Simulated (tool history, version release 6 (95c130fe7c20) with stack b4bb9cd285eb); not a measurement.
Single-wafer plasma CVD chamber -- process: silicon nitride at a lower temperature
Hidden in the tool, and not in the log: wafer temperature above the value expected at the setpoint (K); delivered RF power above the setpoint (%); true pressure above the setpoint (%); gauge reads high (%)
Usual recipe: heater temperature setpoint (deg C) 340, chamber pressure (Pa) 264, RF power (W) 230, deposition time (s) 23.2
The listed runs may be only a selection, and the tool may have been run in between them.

run,hour,heater temperature setpoint (deg C),chamber pressure (Pa),RF power (W),deposition time (s),wafers since the last listed run,hours since the last thermocouple change,hours since the last RF generator calibration,hours since the last manometer calibration,hours since the showerhead was replaced,hours since the gauge calibration,"read-back reference wafer on the same gauge, thickness_nm",mean film thickness on the monitor wafer (angstrom)
1,0,340,264,230,23.2,0,1587.4,2379.9,2168.9,2579.6,415.9,19.509,243.71
2,20.7,340,264,230,23.2,397,1608.1,2400.6,2189.6,2600.3,436.6,19.506,243.91
3,105.3,340,264,230,26.3,1622,1692.7,2485.2,2274.2,2684.9,521.2,19.497,278.38
4,119.8,340,221,240,23.2,278,1707.2,2499.7,2288.7,2699.4,535.7,19.505,234.7
5,141.3,340,221,240,23.2,412,1728.7,2521.2,2310.2,2720.9,557.2,19.502,234.29
6,159.7,340,264,230,23.2,352,1747.1,2539.6,2328.6,2739.3,575.6,19.505,245.31
# hour 183: thermocouple changed; heater temperature recalibrated
7,183.5,340,264,230,23.2,303,0.5,2563.4,2352.4,2763.1,599.4,19.502,244.04
# hour 208.4: RF generator calibrated
8,213.9,340,264,230,23.2,429,30.9,5.5,2382.8,2793.5,629.8,19.504,245.24
9,231.2,340,264,230,23.2,331,48.2,22.8,2400.1,2810.8,647.1,19.495,244.43
10,245.3,340,264,230,23.2,270,62.3,36.9,2414.2,2824.9,661.2,19.496,245.52
11,263.6,340,264,230,23.2,351,80.6,55.2,2432.5,2843.2,679.5,19.499,245
12,280.3,331,264,230,23.2,320,97.3,71.9,2449.2,2859.9,696.2,19.503,245.97
13,314,334,289,230,23.2,646,131,105.6,2482.9,2893.6,729.9,19.519,253.42
14,339.7,340,281,230,23.2,493,156.7,131.3,2508.6,2919.3,755.6,19.498,250.61
15,365.8,346,264,230,23.2,500,182.8,157.4,2534.7,2945.4,781.7,19.499,245.31
16,386.1,346,237,205,26,389,203.1,177.7,2555,2965.7,802,19.488,254.77
17,400.8,326,237,230,21,282,217.8,192.4,2569.7,2980.4,816.7,19.483,216.63
# hour 418.7: gauge calibrated
# hour 423.4: capacitance manometer re-zeroed and calibrated
18,433.3,326,237,230,21,470,250.3,224.9,9.9,3012.9,14.6,19.489,210.71
19,466,340,327,230,23.2,627,283,257.6,42.6,3045.6,47.3,19.516,255.11
20,482.5,328,264,230,23.2,316,299.5,274.1,59.1,3062.1,63.8,19.515,240.77
21,498.1,340,264,230,23.2,299,315.1,289.7,74.7,3077.7,79.4,19.494,238.95

Forecast run 22:
# hour 525.4: showerhead replaced, of another model than before
22,527.2,346,223,195,21,404,344.2,318.8,103.8,1.8,108.5,?,?

Run 22 measured read-back reference wafer on the same gauge, thickness_nm 19.5, mean film thickness on the monitor wafer (angstrom) 189.26.
On a tool with no hidden condition, and with the same random variation, this run would have come out at mean film thickness on the monitor wafer (angstrom) 188.94.
